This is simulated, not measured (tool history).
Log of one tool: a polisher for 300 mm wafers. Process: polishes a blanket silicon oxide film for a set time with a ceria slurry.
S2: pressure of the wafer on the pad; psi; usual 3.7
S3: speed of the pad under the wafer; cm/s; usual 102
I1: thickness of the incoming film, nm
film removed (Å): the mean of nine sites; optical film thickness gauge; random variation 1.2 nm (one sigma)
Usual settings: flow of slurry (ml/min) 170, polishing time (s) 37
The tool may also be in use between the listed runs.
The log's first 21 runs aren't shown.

{"run": 22, "hour": 1082.8, "flow of slurry (ml/min)": 145, "S2": 3.7, "S3": 102, "polishing time (s)": 37, "I1": 945, "film removed (Å)": 1612}
{"run": 23, "hour": 1115.9, "flow of slurry (ml/min)": 170, "S2": 4.6, "S3": 102, "polishing time (s)": 26, "I1": 942.9, "film removed (Å)": 1367}
{"hour": 1127.1, "done": "worn pad replaced by a new one, of another model than before"}
{"run": 24, "hour": 1156.9, "flow of slurry (ml/min)": 170, "S2": 2.5, "S3": 78, "polishing time (s)": 37, "I1": 954, "film removed (Å)": 1225}
{"run": 25, "hour": 1206.6, "flow of slurry (ml/min)": 170, "S2": 3.7, "S3": 102, "polishing time (s)": 46, "I1": 946.8, "film removed (Å)": 2054}
{"hour": 1248.6, "done": "slurry nozzle cleaned"}
{"run": 26, "hour": 1275.8, "flow of slurry (ml/min)": 170, "S2": 3.7, "S3": 136, "polishing time (s)": 37, "I1": 936.4, "film removed (Å)": 2007}
{"run": 27, "hour": 1344.1, "flow of slurry (ml/min)": 170, "S2": 4.2, "S3": 102, "polishing time (s)": 37, "I1": 923.4, "film removed (Å)": 1841}
{"run": 28, "hour": 1400.4, "flow of slurry (ml/min)": 170, "S2": 3.7, "S3": 102, "polishing time (s)": 37, "I1": 920.5, "film removed (Å)": 1733}
{"run": 29, "hour": 1460.4, "flow of slurry (ml/min)": 170, "S2": 3.7, "S3": 132, "polishing time (s)": 37, "I1": 961.9, "film removed (Å)": 1960}
{"run": 30, "hour": 1531.2, "flow of slurry (ml/min)": 215, "S2": 2.6, "S3": 88, "polishing time (s)": 48, "I1": 954.2, "film removed (Å)": 1797}
{"hour": 1540.4, "done": "worn pad replaced by a new one"}
{"run": 31, "hour": 1569.3, "flow of slurry (ml/min)": 170, "S2": 3.3, "S3": 132, "polishing time (s)": 33, "I1": 950.3, "film removed (Å)": 1671}
{"run": 32, "hour": 1620.2, "flow of slurry (ml/min)": 140, "S2": 3.7, "S3": 102, "polishing time (s)": 27, "I1": 956, "film removed (Å)": 1209}
{"run": 33, "hour": 1648.3, "flow of slurry (ml/min)": 170, "S2": 3.7, "S3": 136, "polishing time (s)": 37, "I1": 924.1, "film removed (Å)": 1970}
{"run": 34, "hour": 1678.2, "flow of slurry (ml/min)": 230, "S2": 3.4, "S3": 102, "polishing time (s)": 37, "I1": 947.9, "film removed (Å)": 1651}
{"run": 35, "hour": 1719.0, "flow of slurry (ml/min)": 170, "S2": 3.7, "S3": 102, "polishing time (s)": 37, "I1": 953.7, "film removed (Å)": 1681}
{"run": 36, "hour": 1766.5, "flow of slurry (ml/min)": 170, "S2": 3.7, "S3": 102, "polishing time (s)": 37, "I1": 947.8, "film removed (Å)": 1676}
{"run": 37, "hour": 1926.1, "flow of slurry (ml/min)": 140, "S2": 2.7, "S3": 88, "polishing time (s)": 42, "I1": 954.3, "film removed (Å)": 1487}
{"run": 38, "hour": 1956.9, "flow of slurry (ml/min)": 115, "S2": 4.3, "S3": 102, "polishing time (s)": 28, "I1": 948.3, "film removed (Å)": 1336}

Forecast each of these 3 alternatives for the next run:
{"run": "A", "hour": 1957.3, "flow of slurry (ml/min)": 170, "S2": 3.7, "S3": 84, "polishing time (s)": 37, "I1": 925.7, "film removed (Å)": "?"}
{"run": "B", "hour": 1957.3, "flow of slurry (ml/min)": 195, "S2": 2.9, "S3": 130, "polishing time (s)": 46, "I1": 925.7, "film removed (Å)": "?"}
{"run": "C", "hour": 1957.3, "flow of slurry (ml/min)": 225, "S2": 4.8, "S3": 102, "polishing time (s)": 29, "I1": 925.7, "film removed (Å)": "?"}

run=A film_removed_(Å)=1520
run=B film_removed_(Å)=2140
run=C film_removed_(Å)=1544
Without the tool's hidden state the same runs would have given:
run=A film_removed_(Å)=1571
run=B film_removed_(Å)=2209
run=C film_removed_(Å)=1590
